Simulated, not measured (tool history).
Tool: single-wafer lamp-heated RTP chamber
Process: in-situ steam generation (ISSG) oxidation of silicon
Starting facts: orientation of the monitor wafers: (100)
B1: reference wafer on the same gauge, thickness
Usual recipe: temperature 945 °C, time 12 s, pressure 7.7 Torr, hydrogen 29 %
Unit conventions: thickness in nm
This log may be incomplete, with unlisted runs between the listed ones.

run 1 hour=0.0 | temperature=945 time=12 pressure=7.7 hydrogen=23 | B1=3.359 | thickness=3.874
run 2 hour=52.0 | temperature=945 time=12 pressure=7.7 hydrogen=29 | B1=3.359 | thickness=4.124
run 3 hour=89.0 | temperature=945 time=12 pressure=7.7 hydrogen=29 | B1=3.361 | thickness=4.140
run 4 hour=114.0 | temperature=945 time=12 pressure=7.7 hydrogen=29 | B1=3.359 | thickness=4.129
run 5 hour=176.2 | temperature=945 time=12 pressure=7.7 hydrogen=29 | B1=3.360 | thickness=4.140
run 6 hour=247.6 | temperature=945 time=12 pressure=7.7 hydrogen=29 | B1=3.359 | thickness=4.126
run 7 hour=318.5 | temperature=945 time=12 pressure=7.7 hydrogen=29 | B1=3.360 | thickness=4.117
run 8 hour=385.9 | temperature=945 time=12 pressure=7.7 hydrogen=29 | B1=3.359 | thickness=4.132
run 9 hour=456.3 | temperature=945 time=12 pressure=7.7 hydrogen=29 | B1=3.360 | thickness=4.133
-- hour=497.3 pyrometer window cleaned and pyrometer calibrated
run 10 hour=517.4 | temperature=945 time=12 pressure=7.7 hydrogen=29 | B1=3.360 | thickness=4.046
run 11 hour=639.1 | temperature=945 time=12 pressure=7.7 hydrogen=29 | B1=3.359 | thickness=4.078
run 12 hour=682.4 | temperature=945 time=12 pressure=7.7 hydrogen=29 | B1=3.361 | thickness=4.071
-- hour=726.5 pressure gauge zeroed
run 13 hour=743.5 | temperature=945 time=12 pressure=7.7 hydrogen=29 | B1=3.361 | thickness=4.081
run 14 hour=786.7 | temperature=945 time=12 pressure=7.7 hydrogen=29 | B1=3.360 | thickness=4.091
run 15 hour=839.8 | temperature=936 time=16 pressure=9.2 hydrogen=20 | B1=3.360 | thickness=3.999
run 16 hour=897.9 | temperature=945 time=12 pressure=7.7 hydrogen=29 | B1=3.360 | thickness=4.111
run 17 hour=966.2 | temperature=955 time=9 pressure=6.9 hydrogen=26 | B1=3.360 | thickness=3.664
-- hour=1008.2 gauge calibrated
run 18 hour=1012.1 | temperature=945 time=15 pressure=7.7 hydrogen=29 | B1=3.360 | thickness=4.457
run 19 hour=1071.4 | temperature=945 time=12 pressure=7.7 hydrogen=23 | B1=3.361 | thickness=3.857
run 20 hour=1120.4 | temperature=964 time=9 pressure=7.1 hydrogen=32 | B1=3.360 | thickness=3.995
-- hour=1132.1 hydrogen flow controller replaced
run 21 hour=1150.2 | temperature=932 time=8 pressure=7.0 hydrogen=20 | B1=3.360 | thickness=3.162
run 22 hour=1184.7 | temperature=945 time=12 pressure=7.7 hydrogen=32 | B1=3.360 | thickness=4.294
run 23 hour=1272.9 | temperature=945 time=12 pressure=7.7 hydrogen=29 | B1=3.359 | thickness=4.163
run 24 hour=1298.3 | temperature=928 time=12 pressure=7.7 hydrogen=26 | B1=3.360 | thickness=3.884
run 25 hour=1364.3 | temperature=945 time=12 pressure=8.1 hydrogen=29 | B1=3.360 | thickness=4.158
run 26 hour=1430.2 | temperature=945 time=12 pressure=7.7 hydrogen=29 | B1=3.360 | thickness=4.165
run 27 hour=1454.5 | temperature=950 time=10 pressure=6.9 hydrogen=32 | B1=3.360 | thickness=4.069
run 28 hour=1521.3 | temperature=925 time=12 pressure=7.7 hydrogen=29 | B1=3.360 | thickness=3.973
run 29 hour=1545.7 | temperature=927 time=12 pressure=7.7 hydrogen=32 | B1=3.360 | thickness=4.095
-- hour=1593.2 pyrometer window cleaned and pyrometer calibrated
run 30 hour=1610.3 | temperature=945 time=12 pressure=7.7 hydrogen=29 | B1=3.361 | thickness=4.093
run 31 hour=1638.5 | temperature=955 time=16 pressure=7.7 hydrogen=29 | B1=3.359 | thickness=4.670

What if the next run were any one of these 4? Each begins from the tool's condition after run 31:
run A hour=1639.0 | temperature=945 time=12 pressure=7.7 hydrogen=29 | B1=? | thickness=?
run B hour=1639.0 | temperature=960 time=12 pressure=7.7 hydrogen=29 | B1=? | thickness=?
run C hour=1639.0 | temperature=951 time=15 pressure=7.7 hydrogen=29 | B1=? | thickness=?
run D hour=1639.0 | temperature=956 time=12 pressure=7.7 hydrogen=29 | B1=? | thickness=?

run=A B1=3.360 thickness=4.085
run=B B1=3.360 thickness=4.242
run=C B1=3.360 thickness=4.499
run=D B1=3.360 thickness=4.198
What these runs would have given with no unlogged condition in the tool:
run=A thickness=4.085
run=B thickness=4.239
run=C thickness=4.495
run=D thickness=4.196
